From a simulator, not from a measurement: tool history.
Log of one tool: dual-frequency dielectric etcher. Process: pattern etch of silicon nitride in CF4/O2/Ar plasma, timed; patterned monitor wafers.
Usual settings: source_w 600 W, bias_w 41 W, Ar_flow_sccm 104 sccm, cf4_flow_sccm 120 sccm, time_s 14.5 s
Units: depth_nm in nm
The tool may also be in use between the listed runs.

run   hour  source_w  bias_w  Ar_flow_sccm  cf4_flow_sccm  time_s  read-back reference wafer on the same gauge, depth_nm  depth_nm
  1      0       600      36           104             99    14.5                                                  37.11     29.98
  2    8.1       600      41           104            120    14.5                                                   37.1     32.16
  3   61.1       600      41            85            103    14.5                                                   37.1     32.26
  4   75.4       600      41            85            103    14.5                                                  37.09     32.13
  5   84.8       600      41            85            103    14.5                                                  37.11     32.48
       119  -- CF4 flow controller replaced
     121.9  -- upper electrode replaced
     125.5  -- source power generator calibrated
     126.1  -- wet clean of the chamber
  6  126.6       600      41           104            120    14.5                                                  37.09     33.66
  7  126.9       600      41           104            120    14.5                                                   37.1     33.36
  8  127.3       710      41           104            120    14.5                                                   37.1     37.95
     137.1  -- gauge calibrated
  9  138.5       600      41           104            120      12                                                  37.11     27.72
 10  150.4       600      41           104            120    14.5                                                  37.11     33.65
     158.8  -- Ar flow controller replaced
 11  164.6       600      47           104            120    14.5                                                  37.11     34.71

The next listed run, before its measurement:
     176.2  -- bias power generator calibrated
 12  203.8       510      44            86            120    14.5                                                      ?         ?

Run 12 gave read-back reference wafer on the same gauge, depth_nm 37.1, depth_nm 31.33 nm.
Without the tool's hidden state the same run would have given depth_nm 31.51 nm.

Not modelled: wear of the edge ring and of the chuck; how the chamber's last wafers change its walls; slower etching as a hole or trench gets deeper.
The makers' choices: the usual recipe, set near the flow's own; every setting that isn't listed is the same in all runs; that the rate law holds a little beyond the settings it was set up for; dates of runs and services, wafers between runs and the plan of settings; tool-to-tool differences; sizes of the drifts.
